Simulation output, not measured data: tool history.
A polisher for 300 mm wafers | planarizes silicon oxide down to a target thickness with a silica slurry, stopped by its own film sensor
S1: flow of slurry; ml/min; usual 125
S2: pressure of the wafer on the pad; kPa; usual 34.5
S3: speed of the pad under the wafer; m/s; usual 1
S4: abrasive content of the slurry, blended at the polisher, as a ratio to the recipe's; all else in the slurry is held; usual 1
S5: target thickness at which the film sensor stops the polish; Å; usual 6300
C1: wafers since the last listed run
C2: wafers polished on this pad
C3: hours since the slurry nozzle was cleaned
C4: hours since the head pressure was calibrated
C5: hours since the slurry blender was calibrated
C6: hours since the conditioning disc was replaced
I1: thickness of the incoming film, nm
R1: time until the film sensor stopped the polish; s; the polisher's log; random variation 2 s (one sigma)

Run 1, day 0: usual settings; C1 0; C2 377; C3 35.5; C4 173.1; C5 20.3; C6 69.6; I1 1010.6. Result: R1 141.1 s.
Run 2, day 1.196: usual settings; C1 162; C2 540; C3 64.2; C4 201.8; C5 49; C6 98.3; I1 1027.3. Result: R1 144.8 s.
Run 3, day 2.008: usual settings; C1 110; C2 651; C3 83.7; C4 221.3; C5 68.5; C6 117.8; I1 1019.9. Result: R1 147.8 s.
Run 4, day 3.033: usual settings; C1 139; C2 790; C3 108.3; C4 245.9; C5 93.1; C6 142.4; I1 1028.7. Result: R1 152.5 s.
Run 5, day 3.788: usual settings; C1 102; C2 893; C3 126.4; C4 264; C5 111.2; C6 160.5; I1 1021.6. Result: R1 147.6 s.
Run 6, day 4.867: usual settings; C1 146; C2 1039; C3 152.3; C4 289.9; C5 137.1; C6 186.4; I1 1017.7. Result: R1 145.4 s.
At day 5.471: worn pad replaced by a new one.
Run 7, day 5.729: usual settings; C1 94; C2 34; C3 173; C4 310.6; C5 157.8; C6 207.1; I1 1031.9. Result: R1 152.7 s.
Run 8, day 6.867: usual settings; C1 154; C2 189; C3 200.3; C4 337.9; C5 185.1; C6 234.4; I1 1030. Result: R1 157.1 s.
Run 9, day 8.125: usual settings; C1 171; C2 360; C3 230.5; C4 368.1; C5 215.3; C6 264.6; I1 1032.5. Result: R1 157.2 s.
Run 10, day 9.242: usual settings but S2 37.9 kPa; C1 151; C2 512; C3 257.3; C4 394.9; C5 242.1; C6 291.4; I1 1018.8. Result: R1 146.3 s.
At day 9.333: conditioning disc replaced and pad reconditioned.
Run 11, day 9.917: usual settings; C1 80; C2 593; C3 273.5; C4 411.1; C5 258.3; C6 14; I1 1019.7. Result: R1 158.3 s.
Run 12, day 10.862: usual settings but S4 1.2; C1 128; C2 721; C3 296.2; C4 433.8; C5 281; C6 36.7; I1 1014.6. Result: R1 138.8 s.
Run 13, day 11.6: usual settings; C1 100; C2 822; C3 313.9; C4 451.5; C5 298.7; C6 54.4; I1 1014.6. Result: R1 156 s.
At day 12.308: worn pad replaced by a new one.
Run 14, day 12.388: usual settings but S2 42.1 kPa, S3 0.7 m/s, S4 0.9, S5 7060 Å; C1 84; C2 10; C3 332.8; C4 470.4; C5 317.6; C6 73.3; I1 1019.8. Result: R1 144.1 s.

Forecast run 15:
At day 13.333: head pressure recalibrated.
At day 14.125: slurry blender recalibrated.
At day 15.183: slurry nozzle cleaned.
Run 15, day 16.775: usual settings but S2 42.1 kPa, S3 0.9 m/s; C1 568; C2 579; C3 38.2; C4 82.6; C5 63.6; C6 178.6; I1 1032. Result: R1 ?.

Run 15 gave R1 136.7 s.
Without the tool's hidden state the same run would have given R1 132.8 s.
